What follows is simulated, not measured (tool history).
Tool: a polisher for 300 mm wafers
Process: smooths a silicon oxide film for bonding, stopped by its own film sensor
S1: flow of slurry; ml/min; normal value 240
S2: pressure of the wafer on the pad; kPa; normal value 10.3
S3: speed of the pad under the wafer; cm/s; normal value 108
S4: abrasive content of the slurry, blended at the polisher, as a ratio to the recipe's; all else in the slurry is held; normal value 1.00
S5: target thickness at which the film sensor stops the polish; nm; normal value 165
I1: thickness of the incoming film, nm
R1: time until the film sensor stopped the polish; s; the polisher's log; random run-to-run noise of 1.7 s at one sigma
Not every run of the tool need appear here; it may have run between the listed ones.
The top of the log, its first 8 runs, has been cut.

| run | hour | S1 | S2 | S3 | S4 | S5 | I1 | R1 |
|---|---|---|---|---|---|---|---|---|
| 9 | 161.5 | 240 | 10.3 | 108 | 0.85 | 165 | 211.0 | 104.4 |
| 10 | 188.2 | 240 | 10.3 | 108 | 1.00 | 165 | 212.4 | 94.5 |
| 11 | 206.3 | 300 | 7.6 | 92 | 1.00 | 165 | 207.3 | 111.2 |
| 12 | 224.7 | 240 | 13.1 | 108 | 1.00 | 158 | 210.9 | 95.1 |
|  | 258.8 | worn pad replaced by a new one |
|  | 282.6 | slurry nozzle cleaned |
| 13 | 302.8 | 240 | 10.3 | 84 | 1.00 | 150 | 207.9 | 140.7 |
| 14 | 341.5 | 240 | 11.0 | 108 | 1.00 | 165 | 209.4 | 86.9 |
|  | 369.9 | slurry blender recalibrated |
| 15 | 373.3 | 240 | 10.3 | 108 | 1.00 | 176 | 208.8 | 68.2 |
|  | 382.4 | head pressure recalibrated |
| 16 | 409.2 | 175 | 7.6 | 78 | 1.00 | 173 | 208.6 | 120.8 |
| 17 | 439.6 | 240 | 10.3 | 78 | 1.00 | 165 | 210.6 | 125.8 |
| 18 | 473.0 | 240 | 10.3 | 108 | 1.00 | 152 | 212.3 | 124.0 |
| 19 | 503.2 | 240 | 10.3 | 80 | 1.00 | 170 | 206.7 | 98.5 |
|  | 509.0 | worn pad replaced by a new one |
|  | 516.1 | slurry nozzle cleaned |
| 20 | 516.6 | 215 | 8.3 | 108 | 0.90 | 173 | 213.7 | 95.4 |
| 21 | 539.4 | 265 | 11.7 | 94 | 0.75 | 165 | 209.3 | 107.8 |
| 22 | 575.0 | 310 | 10.3 | 108 | 1.15 | 165 | 210.9 | 82.7 |
| 23 | 599.8 | 240 | 13.1 | 108 | 1.00 | 165 | 206.9 | 74.5 |
| 24 | 628.7 | 240 | 7.6 | 108 | 1.00 | 165 | 211.5 | 110.9 |
| 25 | 644.9 | 240 | 10.3 | 108 | 1.20 | 158 | 208.3 | 95.4 |
| 26 | 669.6 | 240 | 10.3 | 134 | 1.00 | 160 | 208.6 | 87.3 |

Forecast run 27:
| 27 | 690.6 | 240 | 13.1 | 108 | 1.00 | 158 | 211.3 | ? |

R1: 95.5 s
Take away the tool's hidden state, keep the run-to-run variation as it was, and the same run would have given R1 90.3 s.

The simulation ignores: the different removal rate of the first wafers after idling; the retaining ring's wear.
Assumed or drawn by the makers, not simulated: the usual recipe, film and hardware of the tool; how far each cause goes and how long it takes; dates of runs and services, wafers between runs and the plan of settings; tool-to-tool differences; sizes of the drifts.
